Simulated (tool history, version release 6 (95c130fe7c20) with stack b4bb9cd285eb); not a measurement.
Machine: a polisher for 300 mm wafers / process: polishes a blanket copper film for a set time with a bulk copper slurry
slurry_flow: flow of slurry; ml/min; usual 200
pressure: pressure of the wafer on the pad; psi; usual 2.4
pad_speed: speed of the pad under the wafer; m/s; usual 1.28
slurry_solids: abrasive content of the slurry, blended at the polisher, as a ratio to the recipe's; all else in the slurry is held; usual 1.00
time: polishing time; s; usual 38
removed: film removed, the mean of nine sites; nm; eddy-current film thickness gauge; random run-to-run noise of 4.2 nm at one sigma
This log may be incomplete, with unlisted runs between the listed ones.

run,hour,slurry_flow,pressure,pad_speed,slurry_solids,time,"incoming thickness of the incoming film, nm",removed
1,0.0,200,2.4,1.28,1.00,38,4127.1,341.3
2,10.6,200,2.4,1.28,1.00,38,4142.8,339.8
3,26.7,200,2.4,1.28,1.00,38,4203.0,340.1
4,39.8,200,2.4,1.28,1.00,38,4213.2,330.9
5,57.7,200,2.4,1.28,1.00,38,4163.6,328.9
6,73.5,200,2.4,1.28,1.00,38,4237.5,325.4
7,80.4,200,2.4,1.28,1.00,38,4182.1,328.0
8,97.1,200,2.4,1.28,1.00,38,4163.3,328.6
9,103.2,200,2.4,1.28,1.00,38,4164.7,318.8
10,113.1,200,2.4,1.28,1.10,38,4164.7,331.2
11,130.6,200,2.4,1.28,1.00,38,4208.5,329.2
12,144.0,200,2.4,1.28,1.00,38,4179.2,326.5
13,159.4,200,2.4,1.00,1.00,38,4124.8,252.7
14,174.4,200,2.4,1.00,1.00,38,4222.2,272.5
15,180.6,200,2.1,1.68,1.00,47,4194.8,469.3
16,187.4,200,2.4,1.28,1.00,49,4123.5,423.0
17,203.4,255,2.4,1.28,1.00,38,4286.6,343.1
18,216.6,200,2.7,1.28,1.00,33,4261.8,326.2
19,228.4,200,2.4,1.00,1.00,38,4251.8,256.5
20,234.4,240,3.2,1.28,1.00,38,4134.8,452.6
21,244.2,180,2.4,1.28,1.00,38,4157.9,320.9
22,255.7,200,2.0,1.28,1.25,41,4123.5,315.7
23,308.7,200,2.4,1.28,1.00,38,4252.8,319.5
24,326.7,200,2.4,1.28,1.00,38,4195.8,320.2
25,333.8,200,2.4,1.28,1.30,38,4191.6,352.9
26,348.8,265,2.1,1.28,1.20,48,4278.4,391.6
27,365.1,200,2.4,1.28,1.00,42,4201.7,351.6
28,374.1,200,2.4,1.28,0.85,38,4287.4,302.7
29,385.0,200,2.4,1.28,1.00,38,4231.8,334.2
30,397.9,200,2.4,1.64,1.10,38,4218.4,443.0

Between the runs listed above, the log contained 9 entries, not reproduced here. Where in the sequence does each belong, and how does what the log doesn't record of the tool's condition differ from the listed run before to the listed run after?
Run 7 -> run 8: worn pad replaced by a new one (hour 87.8)
  slurry flow missing at the pad, %: 30.1 -> 32.2
  measured minus no-state result, removed: -14.3 -> -15.8 nm
Run 10 -> run 11: head pressure recalibrated (hour 129.4)
  slurry flow missing at the pad, %: 33.8 -> 35.1
  measured minus no-state result, removed: -16.9 -> -17.8 nm
Run 11 -> run 12: slurry blender recalibrated (hour 142.0)
  slurry flow missing at the pad, %: 35.1 -> 35.9
  measured minus no-state result, removed: -17.8 -> -18.3 nm
Run 13 -> run 14: slurry nozzle cleaned (hour 164.9)
  slurry flow missing at the pad, %: 36.7 -> 8.75
  measured minus no-state result, removed: -14.5 -> -2.8 nm
Run 14 -> run 15: worn pad replaced by a new one (hour 178.4)
  slurry flow missing at the pad, %: 8.75 -> 11.7
  measured minus no-state result, removed: -2.8 -> -6.6 nm
Run 22 -> run 23: worn pad replaced by a new one (hour 271.5)
  slurry flow missing at the pad, %: 32.3 -> 38
  measured minus no-state result, removed: -15.2 -> -19.4 nm
Run 25 -> run 26: slurry blender recalibrated (hour 343.9)
  slurry flow missing at the pad, %: 39.5 -> 40.1
  measured minus no-state result, removed: -22.6 -> -20.5 nm
Run 26 -> run 27: worn pad replaced by a new one (hour 363.8)
  slurry flow missing at the pad, %: 40.1 -> 40.7
  measured minus no-state result, removed: -20.5 -> -23.7 nm
Run 28 -> run 29: slurry nozzle cleaned (hour 376.2)
  slurry flow missing at the pad, %: 41 -> 11.7
  measured minus no-state result, removed: -20.6 -> -4.7 nm

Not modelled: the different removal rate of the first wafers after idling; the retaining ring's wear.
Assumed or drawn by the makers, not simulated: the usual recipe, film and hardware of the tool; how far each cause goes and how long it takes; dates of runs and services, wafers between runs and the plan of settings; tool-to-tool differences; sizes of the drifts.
